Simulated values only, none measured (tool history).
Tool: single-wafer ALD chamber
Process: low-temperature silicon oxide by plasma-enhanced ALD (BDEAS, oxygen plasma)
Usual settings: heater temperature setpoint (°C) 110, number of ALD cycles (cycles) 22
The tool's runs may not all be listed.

run   hour  heater temperature setpoint (°C)  number of ALD cycles (cycles)  wafers since the last listed run  hours since the last thermocouple change  hours since the gauge calibration  read-back reference wafer on the same gauge, thickness_nm  mean film thickness on the monitor wafer (angstrom)
  1    0.0                               110                             22                                 0                                     801.6                               20.1                                                      2.881                                                30.24
  2    6.7                               110                             22                                91                                     808.3                               26.8                                                      2.877                                                30.01
  3   22.9                               110                             22                               221                                     824.5                               43.0                                                      2.876                                                30.13
  4   36.7                               110                             22                               188                                     838.3                               56.8                                                      2.880                                                30.12
  5   45.1                               110                             22                               114                                     846.7                               65.2                                                      2.879                                                30.05
  6   60.8                                99                             21                               214                                     862.4                               80.9                                                      2.879                                                29.30
  7   72.8                                99                             21                               164                                     874.4                               92.9                                                      2.882                                                29.44
  8   82.8                                99                             21                               136                                     884.4                              102.9                                                      2.881                                                29.24
  9   98.1                               110                             22                               209                                     899.7                              118.2                                                      2.876                                                30.21
 10  110.1                               110                             22                               164                                     911.7                              130.2                                                      2.875                                                30.27
 11  118.1                               110                             22                               109                                     919.7                              138.2                                                      2.877                                                30.14
 12  126.0                               110                             20                               108                                     927.6                              146.1                                                      2.882                                                27.33
 13  142.4                               110                             18                               224                                     944.0                              162.5                                                      2.879                                                24.68
     143.2  -- gauge calibrated
     152.8  -- thermocouple changed; heater temperature recalibrated
 14  155.5                               110                             22                                69                                       2.7                               12.3                                                      2.878                                                30.26
 15  170.9                               115                             26                               210                                      18.1                               27.7                                                      2.880                                                35.48
 16  181.2                               103                             19                               140                                      28.4                               38.0                                                      2.884                                                26.41
 17  195.7                               110                             22                               198                                      42.9                               52.5                                                      2.877                                                30.06
 18  211.4                               110                             22                               214                                      58.6                               68.2                                                      2.878                                                30.18
 19  226.4                               118                             25                               205                                      73.6                               83.2                                                      2.880                                                33.80
 20  238.3                               100                             22                               162                                      85.5                               95.1                                                      2.880                                                30.61
 21  247.1                               104                             26                               120                                      94.3                              103.9                                                      2.883                                                35.86
 22  254.7                                99                             21                               103                                     101.9                              111.5                                                      2.878                                                29.42

5 ways to go on from here, each from the tool as it stands after run 22. What would each give?
  A  255.1                               101                             22                                 5                                     102.3                              111.9                                                          ?                                                    ?
  B  255.1                               110                             26                                 5                                     102.3                              111.9                                                          ?                                                    ?
  C  255.1                               120                             25                                 5                                     102.3                              111.9                                                          ?                                                    ?
  D  255.1                               110                             19                                 5                                     102.3                              111.9                                                          ?                                                    ?
  E  255.1                               115                             25                                 5                                     102.3                              111.9                                                          ?                                                    ?

run  read-back reference wafer on the same gauge, thickness_nm  mean film thickness on the monitor wafer (angstrom)
  A                                                      2.879                                                30.69
  B                                                      2.879                                                35.74
  C                                                      2.879                                                33.80
  D                                                      2.879                                                26.12
  E                                                      2.879                                                34.08
Without the tool's hidden state the same runs would have given:
run  mean film thickness on the monitor wafer (angstrom)
  A                                                30.69
  B                                                35.74
  C                                                33.80
  D                                                26.12
  E                                                34.08
